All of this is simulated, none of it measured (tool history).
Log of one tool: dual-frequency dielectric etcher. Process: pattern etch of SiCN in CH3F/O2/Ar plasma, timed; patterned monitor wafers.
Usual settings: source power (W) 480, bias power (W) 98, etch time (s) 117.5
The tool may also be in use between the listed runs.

run     day  source power (W)  bias power (W)  etch time (s)  wafers since the last listed run  hours since the last wet clean  hours since the last source power generator calibration  hours since the last bias power generator calibration  hours since the last upper electrode change  hours since the gauge calibration  read-back reference wafer on the same gauge, depth_nm  mean etch depth across the wafer (nm)
  1   0.000               480              98          117.5                                 0                           347.3                                                   2827.4                                                 1988.8                                       2419.1                               50.7                                                   54.8                                   48.2
  2   0.629               480              98          117.5                               156                           362.4                                                   2842.5                                                 2003.9                                       2434.2                               65.8                                                   54.8                                   48.4
  3   1.675               480              98          117.5                               259                           387.5                                                   2867.6                                                 2029.0                                       2459.3                               90.9                                                   54.8                                   48.4
  4   2.904               480              98           94.5                               304                           417.0                                                   2897.1                                                 2058.5                                       2488.8                              120.4                                                   54.8                                   38.9
  5   3.529               480              98           94.5                               155                           432.0                                                   2912.1                                                 2073.5                                       2503.8                              135.4                                                   54.8                                   39.0
  6   4.517               480              98           94.5                               244                           455.7                                                   2935.8                                                 2097.2                                       2527.5                              159.1                                                   54.8                                   39.1
  7   5.546               480              98          117.5                               255                           480.4                                                   2960.5                                                 2121.9                                       2552.2                              183.8                                                   54.8                                   48.5
  8   6.179               480              98          117.5                               157                           495.6                                                   2975.7                                                 2137.1                                       2567.4                              199.0                                                   54.8                                   48.6
  9   6.929               480              98          117.5                               186                           513.6                                                   2993.7                                                 2155.1                                       2585.4                              217.0                                                   54.8                                   48.4
      8.912  -- upper electrode replaced
 10   8.933               480             106          117.5                               249                           561.7                                                   3041.8                                                 2203.2                                          0.5                              265.1                                                   54.8                                   50.3
 11   9.217               480             106          117.5                                70                           568.5                                                   3048.6                                                 2210.0                                          7.3                              271.9                                                   54.8                                   50.1
 12  10.071               480             106          117.5                               211                           589.0                                                   3069.1                                                 2230.5                                         27.8                              292.4                                                   54.8                                   50.2
     11.142  -- source power generator calibrated
 13  11.850               480              98          117.5                               399                           631.7                                                     17.0                                                 2273.2                                         70.5                              335.1                                                   54.8                                   48.8
 14  12.796               480              98          117.5                               234                           654.4                                                     39.7                                                 2295.9                                         93.2                              357.8                                                   54.8                                   48.9
     14.050  -- wet clean of the chamber
 15  14.071               480              98          117.5                                68                             0.5                                                     70.3                                                 2326.5                                        123.8                              388.4                                                   54.8                                   48.2
 16  15.254               560             111           93.5                               293                            28.9                                                     98.7                                                 2354.9                                        152.2                              416.8                                                   54.8                                   42.7
     15.471  -- bias power generator calibrated
 17  16.217               480              98           87.0                               197                            52.0                                                    121.8                                                   17.9                                        175.3                              439.9                                                   54.8                                   35.1
 18  17.475               480              98          117.5                               312                            82.2                                                    152.0                                                   48.1                                        205.5                              470.1                                                   54.8                                   47.3
 19  18.125               480              98          128.0                               161                            97.8                                                    167.6                                                   63.7                                        221.1                              485.7                                                   54.8                                   51.6
     18.425  -- gauge calibrated
 20  19.075               480              98          117.5                               235                           120.6                                                    190.4                                                   86.5                                        243.9                               15.6                                                   54.8                                   47.3
 21  20.650               410              98          149.5                               390                           158.4                                                    228.2                                                  124.3                                        281.7                               53.4                                                   54.8                                   57.2
 22  21.429               480              98          117.5                               193                           177.1                                                    246.9                                                  143.0                                        300.4                               72.1                                                   54.8                                   47.3
 23  21.938               380             122          138.5                               126                           189.3                                                    259.1                                                  155.2                                        312.6                               84.3                                                   54.8                                   56.7
 24  22.729               480             112          117.5                               196                           208.3                                                    278.1                                                  174.2                                        331.6                              103.3                                                   54.8                                   50.1
 25  23.800               410              98          149.5                               265                           234.0                                                    303.8                                                  199.9                                        357.3                              129.0                                                   54.8                                   57.4
 26  24.742               600              98          117.5                               233                           256.6                                                    326.4                                                  222.5                                        379.9                              151.6                                                   54.8                                   51.3
 27  25.296               430              98           85.5                               137                           269.9                                                    339.7                                                  235.8                                        393.2                              164.9                                                   54.8                                   33.4
 28  25.842               550              77          117.5                               135                           283.0                                                    352.8                                                  248.9                                        406.3                              178.0                                                   54.8                                   45.3
 29  26.517               530             112          117.5                               167                           299.2                                                    369.0                                                  265.1                                        422.5                              194.2                                                   54.8                                   52.0

Forecast each of these 3 alternatives for the next run:
  A  26.533               480              98          117.5                                 4                           299.6                                                    369.4                                                  265.5                                        422.9                              194.6                                                      ?                                      ?
  B  26.533               440              86          131.5                                 4                           299.6                                                    369.4                                                  265.5                                        422.9                              194.6                                                      ?                                      ?
  C  26.533               480             120          117.5                                 4                           299.6                                                    369.4                                                  265.5                                        422.9                              194.6                                                      ?                                      ?

run  read-back reference wafer on the same gauge, depth_nm  mean etch depth across the wafer (nm)
  A                                                   54.8                                   47.5
  B                                                   54.8                                   49.0
  C                                                   54.8                                   51.7
Without the tool's hidden state the same runs would have given:
run  mean etch depth across the wafer (nm)
  A                                   47.3
  B                                   48.7
  C                                   51.4
